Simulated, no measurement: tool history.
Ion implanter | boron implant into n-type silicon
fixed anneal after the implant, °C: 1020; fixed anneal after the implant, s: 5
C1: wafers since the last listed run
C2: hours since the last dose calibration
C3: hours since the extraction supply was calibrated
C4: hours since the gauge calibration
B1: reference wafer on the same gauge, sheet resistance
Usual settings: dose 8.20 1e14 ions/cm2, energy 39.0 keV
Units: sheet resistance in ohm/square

{"run": 1, "day": 0.0, "dose": 8.2, "energy": 39.0, "C1": 0, "C2": 467.2, "C3": 2415.8, "C4": 1761.8, "B1": 118.87, "sheet resistance": 134.98}
{"run": 2, "day": 2.721, "dose": 8.2, "energy": 39.0, "C1": 975, "C2": 532.5, "C3": 2481.1, "C4": 1827.1, "B1": 119.14, "sheet resistance": 136.44}
{"run": 3, "day": 6.721, "dose": 8.2, "energy": 39.0, "C1": 1433, "C2": 628.5, "C3": 2577.1, "C4": 1923.1, "B1": 118.93, "sheet resistance": 134.4}
{"day": 8.575, "done": "Faraday cup replaced and dose calibrated"}
{"run": 4, "day": 9.079, "dose": 8.2, "energy": 28.5, "C1": 725, "C2": 12.1, "C3": 2633.7, "C4": 1979.7, "B1": 119.03, "sheet resistance": 141.94}
{"run": 5, "day": 11.238, "dose": 8.2, "energy": 28.5, "C1": 773, "C2": 63.9, "C3": 2685.5, "C4": 2031.5, "B1": 119.06, "sheet resistance": 141.84}
{"run": 6, "day": 12.862, "dose": 8.2, "energy": 33.0, "C1": 582, "C2": 102.9, "C3": 2724.5, "C4": 2070.5, "B1": 118.92, "sheet resistance": 140.38}
{"run": 7, "day": 15.204, "dose": 8.2, "energy": 33.0, "C1": 839, "C2": 159.1, "C3": 2780.7, "C4": 2126.7, "B1": 118.97, "sheet resistance": 139.72}
{"run": 8, "day": 18.196, "dose": 8.2, "energy": 33.0, "C1": 1072, "C2": 230.9, "C3": 2852.5, "C4": 2198.5, "B1": 119.02, "sheet resistance": 138.94}
{"run": 9, "day": 21.717, "dose": 8.2, "energy": 44.0, "C1": 1261, "C2": 315.4, "C3": 2937.0, "C4": 2283.0, "B1": 118.96, "sheet resistance": 136.86}
{"run": 10, "day": 26.108, "dose": 7.68, "energy": 43.5, "C1": 1573, "C2": 420.8, "C3": 3042.4, "C4": 2388.4, "B1": 119.0, "sheet resistance": 143.2}
{"run": 11, "day": 28.354, "dose": 7.68, "energy": 43.5, "C1": 804, "C2": 474.7, "C3": 3096.3, "C4": 2442.3, "B1": 119.11, "sheet resistance": 143.38}
{"run": 12, "day": 32.354, "dose": 7.68, "energy": 43.5, "C1": 1433, "C2": 570.7, "C3": 3192.3, "C4": 2538.3, "B1": 118.91, "sheet resistance": 143.25}
{"run": 13, "day": 34.938, "dose": 9.05, "energy": 39.0, "C1": 925, "C2": 632.7, "C3": 3254.3, "C4": 2600.3, "B1": 118.92, "sheet resistance": 124.63}
{"day": 37.425, "done": "extraction supply calibrated"}
{"run": 14, "day": 38.675, "dose": 9.05, "energy": 39.0, "C1": 1219, "C2": 722.4, "C3": 30.0, "C4": 2690.0, "B1": 119.01, "sheet resistance": 123.21}
{"day": 42.088, "done": "Faraday cup replaced and dose calibrated"}
{"run": 15, "day": 42.817, "dose": 8.2, "energy": 39.0, "C1": 1364, "C2": 17.5, "C3": 129.4, "C4": 2789.4, "B1": 119.04, "sheet resistance": 140.76}
{"day": 44.967, "done": "gauge calibrated"}
{"run": 16, "day": 47.254, "dose": 9.7, "energy": 33.5, "C1": 1590, "C2": 124.0, "C3": 235.9, "C4": 54.9, "B1": 119.03, "sheet resistance": 121.77}
{"run": 17, "day": 49.092, "dose": 9.72, "energy": 28.5, "C1": 658, "C2": 168.1, "C3": 280.0, "C4": 99.0, "B1": 118.95, "sheet resistance": 124.06}
{"run": 18, "day": 51.246, "dose": 6.81, "energy": 27.0, "C1": 771, "C2": 219.8, "C3": 331.7, "C4": 150.7, "B1": 119.06, "sheet resistance": 168.24}
{"run": 19, "day": 55.008, "dose": 6.84, "energy": 46.0, "C1": 1348, "C2": 310.1, "C3": 422.0, "C4": 241.0, "B1": 119.03, "sheet resistance": 159.09}
{"run": 20, "day": 58.7, "dose": 8.2, "energy": 39.0, "C1": 1322, "C2": 398.7, "C3": 510.6, "C4": 329.6, "B1": 119.0, "sheet resistance": 138.49}
{"run": 21, "day": 61.421, "dose": 9.78, "energy": 29.0, "C1": 975, "C2": 464.0, "C3": 575.9, "C4": 394.9, "B1": 119.07, "sheet resistance": 121.95}
{"run": 22, "day": 64.158, "dose": 8.2, "energy": 28.5, "C1": 981, "C2": 529.7, "C3": 641.6, "C4": 460.6, "B1": 118.95, "sheet resistance": 139.87}
{"run": 23, "day": 66.854, "dose": 8.2, "energy": 39.0, "C1": 966, "C2": 594.4, "C3": 706.3, "C4": 525.3, "B1": 119.06, "sheet resistance": 137.04}
{"day": 69.2, "done": "Faraday cup replaced and dose calibrated"}
{"run": 24, "day": 70.275, "dose": 7.21, "energy": 25.5, "C1": 1106, "C2": 25.8, "C3": 788.4, "C4": 607.4, "B1": 119.11, "sheet resistance": 159.68}
{"run": 25, "day": 81.758, "dose": 6.73, "energy": 28.5, "C1": 4115, "C2": 301.4, "C3": 1064.0, "C4": 883.0, "B1": 118.97, "sheet resistance": 166.67}
{"run": 26, "day": 84.125, "dose": 8.2, "energy": 42.5, "C1": 848, "C2": 358.2, "C3": 1120.8, "C4": 939.8, "B1": 119.0, "sheet resistance": 136.9}
{"run": 27, "day": 85.817, "dose": 8.2, "energy": 32.0, "C1": 606, "C2": 398.8, "C3": 1161.4, "C4": 980.4, "B1": 118.96, "sheet resistance": 139.18}
{"run": 28, "day": 91.583, "dose": 8.2, "energy": 39.0, "C1": 2066, "C2": 537.2, "C3": 1299.8, "C4": 1118.8, "B1": 119.02, "sheet resistance": 135.02}
{"run": 29, "day": 95.688, "dose": 8.9, "energy": 35.5, "C1": 1470, "C2": 635.7, "C3": 1398.3, "C4": 1217.3, "B1": 119.06, "sheet resistance": 126.63}

Forecast each of these 3 alternatives for the next run:
{"run": "A", "day": 95.704, "dose": 8.2, "energy": 39.0, "C1": 5, "C2": 636.1, "C3": 1398.7, "C4": 1217.7, "B1": "?", "sheet resistance": "?"}
{"run": "B", "day": 95.704, "dose": 10.51, "energy": 28.0, "C1": 5, "C2": 636.1, "C3": 1398.7, "C4": 1217.7, "B1": "?", "sheet resistance": "?"}
{"run": "C", "day": 95.704, "dose": 6.79, "energy": 30.0, "C1": 5, "C2": 636.1, "C3": 1398.7, "C4": 1217.7, "B1": "?", "sheet resistance": "?"}

run=A B1=118.88 sheet_resistance=135.28
run=B B1=118.88 sheet_resistance=112.43
run=C B1=118.88 sheet_resistance=161.27
Without the tool's hidden state the same runs would have given:
run=A sheet_resistance=139.68
run=B sheet_resistance=116.06
run=C sheet_resistance=166.72
